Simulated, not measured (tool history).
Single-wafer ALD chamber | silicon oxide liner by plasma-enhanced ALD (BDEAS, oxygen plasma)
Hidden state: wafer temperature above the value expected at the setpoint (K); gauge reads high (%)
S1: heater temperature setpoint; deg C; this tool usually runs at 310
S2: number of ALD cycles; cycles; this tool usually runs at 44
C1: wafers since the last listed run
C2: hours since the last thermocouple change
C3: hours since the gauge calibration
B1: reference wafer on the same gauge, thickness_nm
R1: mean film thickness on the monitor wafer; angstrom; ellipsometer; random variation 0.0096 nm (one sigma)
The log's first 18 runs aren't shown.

run	day	S1	S2	C1	C2	C3	B1	R1
19	33.221	325	51	264	308.9	78.1	3.419	43.71
20	34.846	322	51	235	347.9	117.1	3.408	43.89
21	36.567	303	44	249	389.2	158.4	3.408	38.65
22	39.046	317	47	358	448.7	217.9	3.4	40.51
23	41.425	310	49	344	505.8	275	3.392	42.53
24	44.175	310	44	398	571.8	341	3.385	38.07
25	46.162	298	41	287	619.5	388.7	3.384	36.09
26	48.308	298	44	310	671	440.2	3.381	38.54
27	50.975	319	44	386	735	504.2	3.372	37.59
28	52.171	317	49	173	763.7	532.9	3.372	41.86
29	54.329	310	44	312	815.5	584.7	3.373	37.84
30	55.825	322	51	216	851.4	620.6	3.366	43.07
31	56.858	310	44	149	876.2	645.4	3.367	37.83
32	58.283	306	36	206	910.4	679.6	3.367	31.07
33	63.962	304	44	822	1046.7	815.9	3.358	38.22

Alternative continuations, all from the tool just after run 33; predict every row:
A	63.983	310	37	3	1047.2	816.4	?	?
B	63.983	304	52	3	1047.2	816.4	?	?
C	63.983	317	44	3	1047.2	816.4	?	?

run	B1	R1
A	3.359	31.76
B	3.359	44.97
C	3.359	37.44
Had the tool no hidden state, the same runs would have come out as:
run	R1
A	32.42
B	45.91
C	38.22

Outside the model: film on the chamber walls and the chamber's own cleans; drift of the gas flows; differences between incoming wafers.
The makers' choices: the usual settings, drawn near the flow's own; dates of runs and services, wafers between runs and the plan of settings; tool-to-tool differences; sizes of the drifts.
